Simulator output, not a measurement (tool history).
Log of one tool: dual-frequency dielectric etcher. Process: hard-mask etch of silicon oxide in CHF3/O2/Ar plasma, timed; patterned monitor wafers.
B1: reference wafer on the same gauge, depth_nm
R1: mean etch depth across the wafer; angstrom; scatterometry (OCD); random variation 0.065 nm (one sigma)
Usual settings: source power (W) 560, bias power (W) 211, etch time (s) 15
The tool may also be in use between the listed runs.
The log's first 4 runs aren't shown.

Run 5, hour 80.9: usual settings but bias power (W) 173, etch time (s) 14; B1 27.8. Result: R1 264.6 angstrom.
Run 6, hour 88.7: usual settings but bias power (W) 173, etch time (s) 14; B1 27.8. Result: R1 263.3 angstrom.
At hour 118.8: wet clean of the chamber.
Run 7, hour 119.3: usual settings but source power (W) 520; B1 27.8. Result: R1 299.4 angstrom.
Run 8, hour 119.6: usual settings; B1 27.8. Result: R1 309.8 angstrom.
Run 9, hour 122.6: usual settings; B1 27.8. Result: R1 310.3 angstrom.
Run 10, hour 129.9: usual settings but source power (W) 660, bias power (W) 247, etch time (s) 11.5; B1 27.81. Result: R1 274 angstrom.
At hour 131.4: gauge calibrated.
At hour 145.8: source power generator calibrated.
Run 11, hour 146.2: usual settings but source power (W) 510, bias power (W) 169, etch time (s) 17.5; B1 27.81. Result: R1 311.2 angstrom.
At hour 172.1: bias power generator calibrated.
At hour 184.4: upper electrode replaced.
Run 12, hour 184.9: usual settings; B1 27.79. Result: R1 325 angstrom.
Run 13, hour 185.3: usual settings but source power (W) 440; B1 27.8. Result: R1 289.9 angstrom.
Run 14, hour 190.7: usual settings but bias power (W) 256; B1 27.8. Result: R1 355.5 angstrom.
Run 15, hour 204: usual settings but source power (W) 610, etch time (s) 18; B1 27.81. Result: R1 405.3 angstrom.
Run 16, hour 213.3: usual settings; B1 27.81. Result: R1 325.1 angstrom.
Run 17, hour 225.9: usual settings but bias power (W) 240, etch time (s) 12.5; B1 27.81. Result: R1 287.5 angstrom.
Run 18, hour 241.9: usual settings but etch time (s) 18.5; B1 27.79. Result: R1 399.1 angstrom.
Run 19, hour 251.4: usual settings but etch time (s) 17.5; B1 27.8. Result: R1 378.8 angstrom.
Run 20, hour 262.9: usual settings; B1 27.8. Result: R1 323.4 angstrom.
Run 21, hour 279: usual settings but source power (W) 700, bias power (W) 167, etch time (s) 13; B1 27.8. Result: R1 277.4 angstrom.

The next listed run, before its measurement:
Run 22, hour 289: usual settings but source power (W) 630, bias power (W) 225; B1 ?. Result: R1 ?.

B1: 27.8
R1: 350.5 angstrom
Without the tool's hidden state the same run would have given R1 341.4 angstrom.
